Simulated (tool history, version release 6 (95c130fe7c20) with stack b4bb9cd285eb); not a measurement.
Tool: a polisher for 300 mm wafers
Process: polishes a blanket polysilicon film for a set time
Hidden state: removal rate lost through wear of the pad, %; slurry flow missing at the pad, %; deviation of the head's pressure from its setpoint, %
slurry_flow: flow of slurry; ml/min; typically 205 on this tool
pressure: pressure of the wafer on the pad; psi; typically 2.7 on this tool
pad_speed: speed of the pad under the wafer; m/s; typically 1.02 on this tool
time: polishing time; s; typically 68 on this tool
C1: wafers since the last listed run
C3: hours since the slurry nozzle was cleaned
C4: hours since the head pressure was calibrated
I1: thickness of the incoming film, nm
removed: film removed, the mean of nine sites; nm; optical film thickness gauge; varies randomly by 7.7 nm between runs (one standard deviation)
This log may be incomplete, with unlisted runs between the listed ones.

{"run": 1, "hour": 0.0, "slurry_flow": 205, "pressure": 2.7, "pad_speed": 1.02, "time": 68, "C1": 0, "wafers polished on this pad": 327, "C3": 392.5, "C4": 274.1, "I1": 2010.8, "removed": 537.6}
{"run": 2, "hour": 20.7, "slurry_flow": 205, "pressure": 2.7, "pad_speed": 1.02, "time": 68, "C1": 204, "wafers polished on this pad": 532, "C3": 413.2, "C4": 294.8, "I1": 2029.8, "removed": 545.3}
{"run": 3, "hour": 38.8, "slurry_flow": 205, "pressure": 2.7, "pad_speed": 1.02, "time": 68, "C1": 178, "wafers polished on this pad": 711, "C3": 431.3, "C4": 312.9, "I1": 2002.4, "removed": 516}
{"run": 4, "hour": 55.4, "slurry_flow": 205, "pressure": 2.7, "pad_speed": 1.02, "time": 68, "C1": 163, "wafers polished on this pad": 874, "C3": 447.9, "C4": 329.5, "I1": 2009.2, "removed": 489}
{"hour": 68.9, "done": "worn pad replaced by a new one"}
{"run": 5, "hour": 91.3, "slurry_flow": 205, "pressure": 2.7, "pad_speed": 1.02, "time": 68, "C1": 315, "wafers polished on this pad": 220, "C3": 483.8, "C4": 365.4, "I1": 2024.6, "removed": 550.1}
{"run": 6, "hour": 117.9, "slurry_flow": 205, "pressure": 2.7, "pad_speed": 1.02, "time": 68, "C1": 262, "wafers polished on this pad": 483, "C3": 510.4, "C4": 392, "I1": 2003.8, "removed": 542.4}
{"run": 7, "hour": 145.4, "slurry_flow": 220, "pressure": 2.7, "pad_speed": 1.02, "time": 68, "C1": 271, "wafers polished on this pad": 755, "C3": 537.9, "C4": 419.5, "I1": 2003.3, "removed": 522.3}
{"hour": 156.7, "done": "worn pad replaced by a new one"}
{"run": 8, "hour": 161.9, "slurry_flow": 220, "pressure": 2.7, "pad_speed": 1.02, "time": 68, "C1": 123, "wafers polished on this pad": 51, "C3": 554.4, "C4": 436, "I1": 2028.7, "removed": 558.7}
{"run": 9, "hour": 174.0, "slurry_flow": 205, "pressure": 3.1, "pad_speed": 1.02, "time": 68, "C1": 119, "wafers polished on this pad": 171, "C3": 566.5, "C4": 448.1, "I1": 2013.5, "removed": 642}
{"run": 10, "hour": 189.6, "slurry_flow": 205, "pressure": 2.2, "pad_speed": 1.02, "time": 68, "C1": 154, "wafers polished on this pad": 325, "C3": 582.1, "C4": 463.7, "I1": 1994.8, "removed": 457.2}
{"run": 11, "hour": 205.1, "slurry_flow": 205, "pressure": 2.7, "pad_speed": 1.02, "time": 68, "C1": 153, "wafers polished on this pad": 478, "C3": 597.6, "C4": 479.2, "I1": 1975, "removed": 558.2}
{"run": 12, "hour": 226.2, "slurry_flow": 255, "pressure": 3.4, "pad_speed": 0.72, "time": 48, "C1": 208, "wafers polished on this pad": 686, "C3": 618.7, "C4": 500.3, "I1": 2019, "removed": 349.7}
{"hour": 254.0, "done": "worn pad replaced by a new one"}
{"run": 13, "hour": 254.5, "slurry_flow": 205, "pressure": 2.7, "pad_speed": 1.02, "time": 68, "C1": 239, "wafers polished on this pad": 4, "C3": 647, "C4": 528.6, "I1": 2000.4, "removed": 562.3}
{"run": 14, "hour": 269.6, "slurry_flow": 245, "pressure": 3.4, "pad_speed": 1.02, "time": 68, "C1": 149, "wafers polished on this pad": 153, "C3": 662.1, "C4": 543.7, "I1": 2028.1, "removed": 738.5}
{"run": 15, "hour": 295.7, "slurry_flow": 185, "pressure": 2.7, "pad_speed": 0.82, "time": 68, "C1": 257, "wafers polished on this pad": 411, "C3": 688.2, "C4": 569.8, "I1": 1991, "removed": 434.5}
{"hour": 300.5, "done": "slurry nozzle cleaned"}
{"run": 16, "hour": 318.5, "slurry_flow": 245, "pressure": 2.7, "pad_speed": 1.2, "time": 52, "C1": 215, "wafers polished on this pad": 626, "C3": 18, "C4": 592.6, "I1": 2030.1, "removed": 499.6}
{"hour": 338.8, "done": "worn pad replaced by a new one"}
{"hour": 348.1, "done": "head pressure recalibrated"}
{"run": 17, "hour": 348.9, "slurry_flow": 205, "pressure": 2.7, "pad_speed": 0.74, "time": 68, "C1": 240, "wafers polished on this pad": 80, "C3": 48.4, "C4": 0.8, "I1": 2053.5, "removed": 375.6}
{"run": 18, "hour": 366.0, "slurry_flow": 155, "pressure": 2.7, "pad_speed": 1.02, "time": 51, "C1": 168, "wafers polished on this pad": 248, "C3": 65.5, "C4": 17.9, "I1": 1999.4, "removed": 369.7}
{"run": 19, "hour": 400.9, "slurry_flow": 160, "pressure": 3.5, "pad_speed": 1.02, "time": 49, "C1": 344, "wafers polished on this pad": 593, "C3": 100.4, "C4": 52.8, "I1": 1994.8, "removed": 459.8}
{"run": 20, "hour": 422.5, "slurry_flow": 260, "pressure": 2.7, "pad_speed": 0.74, "time": 78, "C1": 213, "wafers polished on this pad": 806, "C3": 122, "C4": 74.4, "I1": 2026.6, "removed": 404.2}
{"hour": 437.8, "done": "worn pad replaced by a new one"}
{"run": 21, "hour": 454.2, "slurry_flow": 235, "pressure": 3.5, "pad_speed": 1.02, "time": 68, "C1": 273, "wafers polished on this pad": 161, "C3": 153.7, "C4": 106.1, "I1": 1981.6, "removed": 685.6}

Below are 3 alternative next runs, each starting from the tool's condition after run 21. Predict each:
{"run": "A", "hour": 454.6, "slurry_flow": 205, "pressure": 2.7, "pad_speed": 1.38, "time": 68, "C1": 3, "wafers polished on this pad": 165, "C3": 154.1, "C4": 106.5, "I1": 2015.3, "removed": "?"}
{"run": "B", "hour": 454.6, "slurry_flow": 230, "pressure": 2.7, "pad_speed": 0.92, "time": 68, "C1": 3, "wafers polished on this pad": 165, "C3": 154.1, "C4": 106.5, "I1": 2015.3, "removed": "?"}
{"run": "C", "hour": 454.6, "slurry_flow": 230, "pressure": 2.7, "pad_speed": 1.02, "time": 83, "C1": 3, "wafers polished on this pad": 165, "C3": 154.1, "C4": 106.5, "I1": 2015.3, "removed": "?"}

run=A removed=696.5
run=B removed=470.3
run=C removed=636.4
With no hidden state in the tool, these same runs would have given:
run=A removed=694
run=B removed=468.6
run=C removed=634.1
